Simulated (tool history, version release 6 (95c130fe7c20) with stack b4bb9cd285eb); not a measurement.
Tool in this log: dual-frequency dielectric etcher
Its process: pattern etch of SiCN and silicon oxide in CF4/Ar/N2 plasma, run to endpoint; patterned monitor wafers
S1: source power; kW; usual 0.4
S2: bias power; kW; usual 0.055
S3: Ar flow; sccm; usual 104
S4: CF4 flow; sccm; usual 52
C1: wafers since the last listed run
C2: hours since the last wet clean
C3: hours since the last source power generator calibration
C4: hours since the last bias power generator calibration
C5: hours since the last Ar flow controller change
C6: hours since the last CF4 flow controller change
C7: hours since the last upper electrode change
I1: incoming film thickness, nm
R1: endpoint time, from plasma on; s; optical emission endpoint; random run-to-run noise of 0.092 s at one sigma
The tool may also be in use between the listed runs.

Run 1, hour 0: usual settings but S3 95 sccm; C1 0; C2 148.4; C3 2955.4; C4 1812.9; C5 5667.7; C6 5461.9; C7 3817.9; I1 11.08. Result: R1 16.6 s.
Run 2, hour 12.4: usual settings; C1 105; C2 160.8; C3 2967.8; C4 1825.3; C5 5680.1; C6 5474.3; C7 3830.3; I1 11.02. Result: R1 16.8 s.
Run 3, hour 28.3: usual settings; C1 135; C2 176.7; C3 2983.7; C4 1841.2; C5 5696; C6 5490.2; C7 3846.2; I1 11.03. Result: R1 16.9 s.
Run 4, hour 49.5: usual settings; C1 181; C2 197.9; C3 3004.9; C4 1862.4; C5 5717.2; C6 5511.4; C7 3867.4; I1 10.96. Result: R1 16.7 s.
Run 5, hour 76: usual settings; C1 226; C2 224.4; C3 3031.4; C4 1888.9; C5 5743.7; C6 5537.9; C7 3893.9; I1 11.14. Result: R1 17.2 s.
Run 6, hour 111.6: usual settings but S2 0.062 kW; C1 304; C2 260; C3 3067; C4 1924.5; C5 5779.3; C6 5573.5; C7 3929.5; I1 11.05. Result: R1 16.1 s.
Run 7, hour 146.6: usual settings but S2 0.062 kW; C1 299; C2 295; C3 3102; C4 1959.5; C5 5814.3; C6 5608.5; C7 3964.5; I1 11.11. Result: R1 16.2 s.
Run 8, hour 162.5: usual settings but S2 0.062 kW; C1 135; C2 310.9; C3 3117.9; C4 1975.4; C5 5830.2; C6 5624.4; C7 3980.4; I1 11.03. Result: R1 15.9 s.
At hour 170.6: CF4 flow controller replaced.
Run 9, hour 176.5: usual settings but S4 55 sccm; C1 68; C2 324.9; C3 3131.9; C4 1989.4; C5 5844.2; C6 5.9; C7 3994.4; I1 10.96. Result: R1 16.4 s.
Run 10, hour 198.2: usual settings; C1 185; C2 346.6; C3 3153.6; C4 2011.1; C5 5865.9; C6 27.6; C7 4016.1; I1 10.94. Result: R1 16.4 s.
Run 11, hour 215.4: usual settings but S1 0.46 kW, S2 0.05 kW; C1 146; C2 363.8; C3 3170.8; C4 2028.3; C5 5883.1; C6 44.8; C7 4033.3; I1 11.05. Result: R1 15.2 s.
At hour 234.5: bias power generator calibrated.
At hour 240.5: Ar flow controller replaced.
At hour 247.5: upper electrode replaced.
Run 12, hour 249: usual settings but S1 0.35 kW, S2 0.066 kW; C1 142; C2 397.4; C3 3204.4; C4 14.5; C5 8.5; C6 78.4; C7 1.5; I1 10.93. Result: R1 17.1 s.
At hour 264.3: source power generator calibrated.
Run 13, hour 266.2: usual settings but S1 0.49 kW, S2 0.048 kW, S4 58 sccm; C1 112; C2 414.6; C3 1.9; C4 31.7; C5 25.7; C6 95.6; C7 18.7; I1 10.97. Result: R1 13.9 s.
Run 14, hour 280.1: usual settings but S1 0.45 kW; C1 118; C2 428.5; C3 15.8; C4 45.6; C5 39.6; C6 109.5; C7 32.6; I1 10.99. Result: R1 14.7 s.
Run 15, hour 292.6: usual settings; C1 106; C2 441; C3 28.3; C4 58.1; C5 52.1; C6 122; C7 45.1; I1 11.01. Result: R1 16.5 s.
At hour 325.9: wet clean of the chamber.
Run 16, hour 384.8: usual settings but S4 40 sccm; C1 582; C2 58.9; C3 120.5; C4 150.3; C5 144.3; C6 214.2; C7 137.3; I1 11.02. Result: R1 18.1 s.
Run 17, hour 411.3: usual settings but S2 0.065 kW, S3 128 sccm, S4 55 sccm; C1 226; C2 85.4; C3 147; C4 176.8; C5 170.8; C6 240.7; C7 163.8; I1 10.96. Result: R1 16.8 s.
Run 18, hour 438.4: usual settings but S4 39 sccm; C1 231; C2 112.5; C3 174.1; C4 203.9; C5 197.9; C6 267.8; C7 190.9; I1 11.06. Result: R1 18.1 s.
Run 19, hour 464.7: usual settings but S1 0.43 kW, S3 116 sccm; C1 224; C2 138.8; C3 200.4; C4 230.2; C5 224.2; C6 294.1; C7 217.2; I1 11.18. Result: R1 16.7 s.

The tool's hidden state at each run:
source power that arrives over what is set, %: 0 on each run
bias power that arrives over what is set, %: 0 on each run
Ar flow that arrives over what is set, %: 0 on each run
CF4 flow that arrives over what is set, %: 0 on each run
H1: etch rate over this chamber's usual, %
run      H1
  1    2.06
  2    2.19
  3    2.36
  4    2.59
  5    2.87
  6    3.25
  7    3.62
  8    3.79
  9    3.94
 10    4.17
 11    4.35
 12     4.7
 13    4.89
 14    5.03
 15    5.17
 16  0.0974
 17   0.379
 18   0.666
 19   0.945

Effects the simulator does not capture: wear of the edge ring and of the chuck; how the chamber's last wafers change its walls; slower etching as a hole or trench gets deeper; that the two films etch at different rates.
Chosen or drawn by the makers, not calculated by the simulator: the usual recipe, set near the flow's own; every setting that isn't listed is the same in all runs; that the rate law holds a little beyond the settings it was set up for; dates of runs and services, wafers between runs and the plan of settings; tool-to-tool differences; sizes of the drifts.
